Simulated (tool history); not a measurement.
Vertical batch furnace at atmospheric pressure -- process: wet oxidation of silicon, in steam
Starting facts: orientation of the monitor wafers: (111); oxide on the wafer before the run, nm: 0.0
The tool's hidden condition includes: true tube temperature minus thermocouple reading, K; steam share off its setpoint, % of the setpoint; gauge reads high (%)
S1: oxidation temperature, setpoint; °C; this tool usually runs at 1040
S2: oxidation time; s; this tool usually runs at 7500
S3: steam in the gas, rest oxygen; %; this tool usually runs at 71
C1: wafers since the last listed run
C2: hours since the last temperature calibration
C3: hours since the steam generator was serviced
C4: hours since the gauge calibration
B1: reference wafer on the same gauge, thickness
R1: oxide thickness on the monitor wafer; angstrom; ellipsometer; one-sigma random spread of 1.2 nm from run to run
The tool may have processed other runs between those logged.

run 1 hour=0 | S1=1040 S2=7500 S3=71 | C1=0 C2=3594.6 C3=3196.3 C4=614.6 | B1=785.2 | R1=6463.4
run 2 hour=28.2 | S1=1040 S2=7500 S3=71 | C1=245 C2=3622.8 C3=3224.5 C4=642.8 | B1=784.76 | R1=6440.1
run 3 hour=41.1 | S1=1040 S2=7500 S3=71 | C1=112 C2=3635.7 C3=3237.4 C4=655.7 | B1=785.01 | R1=6447.8
run 4 hour=59.1 | S1=1040 S2=10080 S3=76 | C1=156 C2=3653.7 C3=3255.4 C4=673.7 | B1=784.85 | R1=7865.8
run 5 hour=74.4 | S1=1040 S2=10080 S3=76 | C1=133 C2=3669 C3=3270.7 C4=689 | B1=785.21 | R1=7911.1
run 6 hour=87.9 | S1=1040 S2=6510 S3=63 | C1=117 C2=3682.5 C3=3284.2 C4=702.5 | B1=784.83 | R1=5553.5
run 7 hour=114 | S1=1040 S2=7500 S3=71 | C1=227 C2=3708.6 C3=3310.3 C4=728.6 | B1=785.3 | R1=6449.6
run 8 hour=146.9 | S1=1040 S2=7500 S3=71 | C1=286 C2=3741.5 C3=3343.2 C4=761.5 | B1=784.86 | R1=6430
run 9 hour=164.5 | S1=1040 S2=7500 S3=71 | C1=153 C2=3759.1 C3=3360.8 C4=779.1 | B1=785.62 | R1=6442.2
run 10 hour=183.4 | S1=1040 S2=7500 S3=71 | C1=164 C2=3778 C3=3379.7 C4=798 | B1=785.04 | R1=6420.9
run 11 hour=204.8 | S1=1040 S2=7500 S3=71 | C1=186 C2=3799.4 C3=3401.1 C4=819.4 | B1=784.82 | R1=6431.9
run 12 hour=230.2 | S1=1040 S2=7500 S3=71 | C1=221 C2=3824.8 C3=3426.5 C4=844.8 | B1=784.32 | R1=6436.5
-- hour=245.2 gauge calibrated
run 13 hour=264.2 | S1=1040 S2=7500 S3=71 | C1=296 C2=3858.8 C3=3460.5 C4=19 | B1=785.19 | R1=6456.6
run 14 hour=293.8 | S1=1059 S2=7500 S3=71 | C1=257 C2=3888.4 C3=3490.1 C4=48.6 | B1=785.46 | R1=6947
run 15 hour=321.8 | S1=1059 S2=7500 S3=71 | C1=243 C2=3916.4 C3=3518.1 C4=76.6 | B1=784.75 | R1=6929.8
run 16 hour=350.8 | S1=1058 S2=10200 S3=66 | C1=252 C2=3945.4 C3=3547.1 C4=105.6 | B1=785.27 | R1=7844.6
run 17 hour=421.2 | S1=1040 S2=8730 S3=67 | C1=613 C2=4015.8 C3=3617.5 C4=176 | B1=785.28 | R1=6775.2
run 18 hour=437.2 | S1=1049 S2=4320 S3=71 | C1=139 C2=4031.8 C3=3633.5 C4=192 | B1=785.02 | R1=4887.2
-- hour=472 thermocouples replaced and temperature profile calibrated
run 19 hour=472.5 | S1=1040 S2=10710 S3=76 | C1=98 C2=0.5 C3=3668.8 C4=227.3 | B1=785.08 | R1=8135.4
run 20 hour=485.9 | S1=1040 S2=7500 S3=71 | C1=116 C2=13.9 C3=3682.2 C4=240.7 | B1=785.01 | R1=6441.5
run 21 hour=515 | S1=1023 S2=9210 S3=71 | C1=253 C2=43 C3=3711.3 C4=269.8 | B1=784.79 | R1=6733.4
-- hour=544.6 steam generator serviced
run 22 hour=545.1 | S1=1050 S2=9540 S3=71 | C1=53 C2=73.1 C3=0.5 C4=299.9 | B1=784.71 | R1=8009.5
run 23 hour=564.3 | S1=1040 S2=7500 S3=71 | C1=167 C2=92.3 C3=19.7 C4=319.1 | B1=785.13 | R1=6738.8
run 24 hour=600.2 | S1=1059 S2=9270 S3=65 | C1=312 C2=128.2 C3=55.6 C4=355 | B1=785.13 | R1=7748.1
run 25 hour=620.2 | S1=1040 S2=7500 S3=64 | C1=174 C2=148.2 C3=75.6 C4=375 | B1=784.85 | R1=6330.2
run 26 hour=644 | S1=1040 S2=11070 S3=77 | C1=207 C2=172 C3=99.4 C4=398.8 | B1=784.76 | R1=8694
run 27 hour=662.5 | S1=1017 S2=4710 S3=66 | C1=161 C2=190.5 C3=117.9 C4=417.3 | B1=785.16 | R1=4432.6
run 28 hour=694.2 | S1=1040 S2=7500 S3=71 | C1=276 C2=222.2 C3=149.6 C4=449 | B1=785.02 | R1=6689.4
run 29 hour=722.5 | S1=1040 S2=7500 S3=71 | C1=246 C2=250.5 C3=177.9 C4=477.3 | B1=784.84 | R1=6704.7
run 30 hour=737.9 | S1=1040 S2=7500 S3=71 | C1=134 C2=265.9 C3=193.3 C4=492.7 | B1=785.07 | R1=6681.8

For each entry between runs, how does the tool's hidden state at the last listed run before it compare with that at the first listed run after it?
From run 12 to run 13: gauge calibrated (hour 245.2)
  steam share off its setpoint, % of the setpoint: -7.99 -> -8.01
  measured minus no-state result, R1: -306.8 -> -308.3 angstrom
From run 18 to run 19: thermocouples replaced and temperature profile calibrated (hour 472)
  steam share off its setpoint, % of the setpoint: -8.08 -> -8.09
  measured minus no-state result, R1: -240.2 -> -385.1 angstrom
From run 21 to run 22: steam generator serviced (hour 544.6)
  steam share off its setpoint, % of the setpoint: -8.11 -> -0.206
  measured minus no-state result, R1: -329.8 -> -9 angstrom
